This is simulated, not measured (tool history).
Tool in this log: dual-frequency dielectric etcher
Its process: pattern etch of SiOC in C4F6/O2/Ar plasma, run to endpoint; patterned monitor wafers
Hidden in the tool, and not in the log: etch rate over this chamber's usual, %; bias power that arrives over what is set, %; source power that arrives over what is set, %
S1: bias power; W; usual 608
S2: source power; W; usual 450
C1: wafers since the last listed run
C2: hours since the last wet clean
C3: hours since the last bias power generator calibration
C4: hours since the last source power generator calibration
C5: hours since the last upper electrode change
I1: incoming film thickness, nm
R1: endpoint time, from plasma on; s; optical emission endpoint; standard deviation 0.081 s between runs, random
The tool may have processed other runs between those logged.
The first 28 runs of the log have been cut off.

run	hour	S1	S2	C1	C2	C3	C4	C5	I1	R1
# hour 380.2: wet clean of the chamber
29	381.9	608	420	49	1.7	229	89.5	33.9	45.14	15
30	399.9	608	450	229	19.7	247	107.5	51.9	44.98	14.3
31	415.6	608	520	199	35.4	262.7	123.2	67.6	45.15	13.3
32	423.7	487	400	103	43.5	270.8	131.3	75.7	45.15	16.1
33	453.5	693	390	379	73.3	300.6	161.1	105.5	45.38	15.2
34	467.5	501	480	178	87.3	314.6	175.1	119.5	45.53	14.5
35	483.1	516	450	198	102.9	330.2	190.7	135.1	45.15	14.7
36	497.4	730	450	182	117.2	344.5	205	149.4	45.58	13.9

Branching from run 36: 3 alternative next runs. What would each branch give?
A	497.8	608	410	5	117.6	344.9	205.4	149.8	44.97	?
B	497.8	461	490	5	117.6	344.9	205.4	149.8	44.97	?
C	497.8	683	410	5	117.6	344.9	205.4	149.8	44.97	?

run	R1
A	15.1
B	14.5
C	14.7
Take away the tool's hidden state, keep each run's random variation, and the runs would have read:
run	R1
A	15.3
B	14.7
C	14.9

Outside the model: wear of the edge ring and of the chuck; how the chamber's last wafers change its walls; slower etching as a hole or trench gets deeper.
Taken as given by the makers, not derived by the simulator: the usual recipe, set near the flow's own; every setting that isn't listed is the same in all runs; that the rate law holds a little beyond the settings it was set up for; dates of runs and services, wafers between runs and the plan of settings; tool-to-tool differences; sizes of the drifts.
